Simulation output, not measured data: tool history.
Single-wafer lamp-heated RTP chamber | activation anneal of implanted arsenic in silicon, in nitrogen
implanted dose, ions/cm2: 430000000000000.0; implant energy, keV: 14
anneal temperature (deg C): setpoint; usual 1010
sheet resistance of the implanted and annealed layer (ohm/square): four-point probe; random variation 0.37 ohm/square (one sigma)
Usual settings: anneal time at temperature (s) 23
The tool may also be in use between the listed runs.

run,day,anneal temperature (deg C),anneal time at temperature (s),wafers since the last listed run,wafers since the last pyrometer calibration,wafers since the reflector plate was cleaned,hours since the gauge calibration,"read-back reference wafer on the same gauge, sheet resistance",sheet resistance of the implanted and annealed layer (ohm/square)
1,0,1010,23,0,5721,4561,269.5,230.92,241.29
2,0.575,1010,23,149,5871,4711,283.3,231.02,241.76
3,0.971,1010,23,103,5974,4814,292.8,230.89,241.33
4,1.325,1010,23,92,6067,4906,301.3,230.89,241.83
5,1.988,1010,23,172,6239,5079,317.2,231.05,241.74
6,2.621,1010,23,165,6405,5244,332.4,231.01,241.23
7,3.042,1010,23,109,6514,5354,342.5,230.98,241.57
8,3.5,1003,23,119,6634,5474,353.5,230.95,243.33
9,3.962,1010,20,120,6755,5594,364.6,231.02,242.16
10,4.592,1010,20,164,6919,5758,379.7,231,242.69
11,4.908,1010,20,82,7001,5841,387.3,231.11,242.77
12,5.492,1027,16,152,7153,5993,401.3,230.9,241.74
# day 5.592: gauge calibrated
13,6.092,1027,16,156,7310,6150,12,231.06,241.24
14,6.617,1027,16,136,7447,6287,24.6,230.95,241.11
15,6.958,1033,23,89,7536,6376,32.8,231.08,236.37
16,7.596,1033,23,166,7702,6542,48.1,230.99,235.66
17,8.196,999,23,156,7859,6698,62.5,231.08,243.75
# day 8.717: pyrometer window cleaned and pyrometer calibrated
18,8.733,1028,23,53,4,6752,75.4,231.04,239.9
19,9.333,992,36,156,161,6908,89.8,230.98,243.19
20,9.633,991,27,78,239,6986,97,231.13,244.51
21,10.083,1010,23,117,356,7104,107.8,231.07,242.59
22,10.554,1010,23,122,479,7227,119.1,230.98,243.22
23,11.058,985,23,131,610,7358,131.2,230.83,247.53
24,11.696,1024,23,166,777,7524,146.5,231.14,240.14
25,12.204,1010,23,132,909,7657,158.7,231.01,242.61
26,12.662,992,33,119,1029,7777,169.7,231.09,242.82
27,13.317,1020,23,170,1199,7947,185.4,231.09,240.53
28,13.917,1010,23,156,1356,8104,199.8,231.17,242.4
# day 14.596: reflector plate cleaned
29,15.162,992,33,238,1594,147,229.7,230.96,242.15
30,15.617,1010,19,118,1712,265,240.6,230.89,244.23
31,15.958,1000,30,89,1802,355,248.8,231.16,241.69
32,16.421,1010,23,120,1922,475,259.9,230.93,242.6
33,17.079,986,28,171,2094,647,275.7,230.99,244.38
34,17.767,990,23,179,2273,826,292.2,231.23,245.47
35,18.375,992,33,158,2432,985,306.8,230.94,242.64
36,19.121,995,9,194,2626,1179,324.7,231.05,250.64
37,19.383,1036,30,68,2695,1248,331,230.88,232.55

4 ways to go on from here, each from the tool as it stands after run 37. What would each give?
A,19.4,1010,23,4,2699,1252,331.4,?,?
B,19.4,992,16,4,2699,1252,331.4,?,?
C,19.4,995,27,4,2699,1252,331.4,?,?
D,19.4,999,10,4,2699,1252,331.4,?,?

run,"read-back reference wafer on the same gauge, sheet resistance",sheet resistance of the implanted and annealed layer (ohm/square)
A,230.91,241.93
B,230.91,247.51
C,230.91,243.39
D,230.91,249.51
Without the tool's hidden state the same runs would have given:
run,sheet resistance of the implanted and annealed layer (ohm/square)
A,243.76
B,248.56
C,244.94
D,250.48

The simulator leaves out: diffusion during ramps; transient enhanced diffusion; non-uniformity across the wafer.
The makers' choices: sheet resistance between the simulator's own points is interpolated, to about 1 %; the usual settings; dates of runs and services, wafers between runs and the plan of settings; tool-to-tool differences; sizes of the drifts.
